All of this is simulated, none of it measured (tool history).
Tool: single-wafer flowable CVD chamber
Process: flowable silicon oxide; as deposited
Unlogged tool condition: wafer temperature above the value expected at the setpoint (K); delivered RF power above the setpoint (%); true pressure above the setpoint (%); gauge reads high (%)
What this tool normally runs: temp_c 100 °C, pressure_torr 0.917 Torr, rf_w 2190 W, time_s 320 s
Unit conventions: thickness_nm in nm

run,day,temp_c,pressure_torr,rf_w,time_s,wafers since the last listed run,hours since the last thermocouple change,hours since the last RF generator calibration,hours since the last manometer calibration,hours since the showerhead was replaced,hours since the gauge calibration,"read-back reference wafer on the same gauge, thickness_nm",thickness_nm
1,0.000,89,0.917,2190,320,0,736.3,1055.9,1711.4,6760.8,283.8,197.107,333.399
2,1.483,89,0.917,2190,320,122,771.9,1091.5,1747.0,6796.4,319.4,197.011,333.205
3,2.162,100,0.917,2190,320,55,788.2,1107.8,1763.3,6812.7,335.7,196.879,235.431
4,3.429,100,0.917,2190,320,104,818.6,1138.2,1793.7,6843.1,366.1,197.052,235.644
5,4.888,100,0.917,2190,320,120,853.6,1173.2,1828.7,6878.1,401.1,197.051,236.490
6,6.179,100,0.917,2190,320,106,884.6,1204.2,1859.7,6909.1,432.1,196.961,235.397
7,7.146,100,0.917,2190,320,79,907.8,1227.4,1882.9,6932.3,455.3,197.012,237.334
8,7.792,105,0.917,2190,320,53,923.3,1242.9,1898.4,6947.8,470.8,196.854,201.114
9,8.583,105,0.917,2190,320,65,942.3,1261.9,1917.4,6966.8,489.8,197.104,201.279
10,10.029,100,0.917,2190,320,118,977.0,1296.6,1952.1,7001.5,524.5,197.009,235.871
# day 13.704: gauge calibrated
11,14.346,100,0.917,2345,320,355,1080.6,1400.2,2055.7,7105.1,15.4,196.854,238.629
12,15.646,111,1.076,2470,320,106,1111.8,1431.4,2086.9,7136.3,46.6,196.908,199.500
13,16.962,91,0.999,2520,336,108,1143.4,1463.0,2118.5,7167.9,78.2,197.023,366.175
# day 17.588: showerhead replaced, of another model than before
14,17.921,100,0.917,2190,320,51,1166.4,1486.0,2141.5,8.0,101.2,196.941,237.317
# day 18.767: RF generator calibrated
15,19.196,113,0.917,2190,292,77,1197.0,10.3,2172.1,38.6,131.8,197.137,142.492
16,20.204,87,0.695,1910,320,82,1221.2,34.5,2196.3,62.8,156.0,196.918,295.851
# day 20.850: thermocouple changed; heater temperature recalibrated
17,20.946,87,0.917,2190,337,33,2.3,52.3,2214.1,80.6,173.8,197.055,356.177
# day 21.925: capacitance manometer re-zeroed and calibrated
18,23.708,113,0.917,2190,320,199,68.6,118.6,42.8,146.9,240.1,196.951,149.559
19,25.025,100,0.917,2190,320,108,100.2,150.2,74.4,178.5,271.7,196.914,226.972
20,25.633,100,0.917,1785,320,50,114.8,164.8,89.0,193.1,286.3,197.172,223.490
21,26.462,100,0.715,2190,320,68,134.7,184.7,108.9,213.0,306.2,196.995,195.306
22,27.642,100,0.917,2190,320,97,163.0,213.0,137.2,241.3,334.5,196.849,228.857
23,28.583,108,0.917,2190,320,77,185.6,235.6,159.8,263.9,357.1,196.986,177.684

How the hidden state differs across the entries between the runs, from the last listed run before each to the first after it:
Between runs 10 and 11: gauge calibrated (day 13.704)
  wafer temperature above the value expected at the setpoint (K): -1.83 -> -1.87
  difference, measured minus the result without the unlogged condition, thickness_nm: +13.109 -> +13.558 nm
Between runs 13 and 14: showerhead replaced, of another model than before (day 17.588)
  wafer temperature above the value expected at the setpoint (K): -1.89 -> -1.9
  difference, measured minus the result without the unlogged condition, thickness_nm: +21.131 -> +13.677 nm
Between runs 14 and 15: RF generator calibrated (day 18.767)
  nothing in the hidden state changes from one run to the other
  difference, measured minus the result without the unlogged condition, thickness_nm: +13.677 -> +7.986 nm
Between runs 16 and 17: thermocouple changed; heater temperature recalibrated (day 20.850)
  wafer temperature above the value expected at the setpoint (K): -1.91 -> -0.156
  difference, measured minus the result without the unlogged condition, thickness_nm: +15.759 -> +1.579 nm
Between runs 17 and 18: capacitance manometer re-zeroed and calibrated (day 21.925)
  wafer temperature above the value expected at the setpoint (K): -0.156 -> -0.456
  difference, measured minus the result without the unlogged condition, thickness_nm: +1.579 -> +2.043 nm
